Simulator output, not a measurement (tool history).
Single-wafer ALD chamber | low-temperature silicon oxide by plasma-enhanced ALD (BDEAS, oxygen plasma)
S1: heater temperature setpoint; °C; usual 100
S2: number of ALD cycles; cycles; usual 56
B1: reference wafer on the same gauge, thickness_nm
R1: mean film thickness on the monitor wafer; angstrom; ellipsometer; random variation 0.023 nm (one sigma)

| run | day | S1 | S2 | B1 | R1 |
|---|---|---|---|---|---|
| 1 | 0 | 100 | 63 | 9.88 | 94.05 |
| 2 | 1.054 | 100 | 63 | 9.894 | 93.98 |
| 3 | 1.754 | 100 | 63 | 9.902 | 94.24 |
| 4 | 2.975 | 100 | 49 | 9.916 | 73.09 |
| 5 | 4.012 | 100 | 53 | 9.926 | 79.2 |
| 6 | 5.342 | 100 | 60 | 9.945 | 89.77 |
| 7 | 6.396 | 100 | 56 | 9.959 | 83.65 |
| 8 | 7.829 | 100 | 56 | 9.973 | 83.54 |
| 9 | 8.983 | 100 | 56 | 10.001 | 84.6 |
|  | 9.188 | gauge calibrated |
| 10 | 9.921 | 100 | 56 | 9.882 | 83.11 |
| 11 | 10.725 | 100 | 56 | 9.88 | 83.15 |
| 12 | 12.133 | 106 | 48 | 9.887 | 70.44 |
| 13 | 13.396 | 96 | 49 | 9.888 | 73.79 |
| 14 | 14.038 | 100 | 56 | 9.886 | 83.36 |
| 15 | 14.883 | 88 | 56 | 9.898 | 86.61 |
|  | 15.8 | thermocouple changed; heater temperature recalibrated |
| 16 | 15.917 | 104 | 59 | 9.895 | 87.27 |
| 17 | 17.012 | 91 | 60 | 9.914 | 92.68 |
| 18 | 17.825 | 86 | 56 | 9.918 | 87.72 |
| 19 | 18.867 | 100 | 56 | 9.929 | 83.38 |
| 20 | 19.792 | 115 | 66 | 9.937 | 96.04 |
| 21 | 20.375 | 108 | 59 | 9.936 | 87.23 |
| 22 | 21.475 | 112 | 50 | 9.954 | 73.42 |

5 ways to go on from here, each from the tool as it stands after run 22. What would each give?
| A | 21.496 | 100 | 56 | ? | ? |
| B | 21.496 | 109 | 51 | ? | ? |
| C | 21.496 | 109 | 60 | ? | ? |
| D | 21.496 | 93 | 45 | ? | ? |
| E | 21.496 | 100 | 67 | ? | ? |

| run | B1 | R1 |
|---|---|---|
| A | 9.957 | 83.73 |
| B | 9.957 | 75.06 |
| C | 9.957 | 88.31 |
| D | 9.957 | 68.92 |
| E | 9.957 | 100.17 |
Without the tool's hidden state the same runs would have given:
| run | R1 |
|---|---|
| A | 83.11 |
| B | 74.51 |
| C | 87.66 |
| D | 68.41 |
| E | 99.44 |
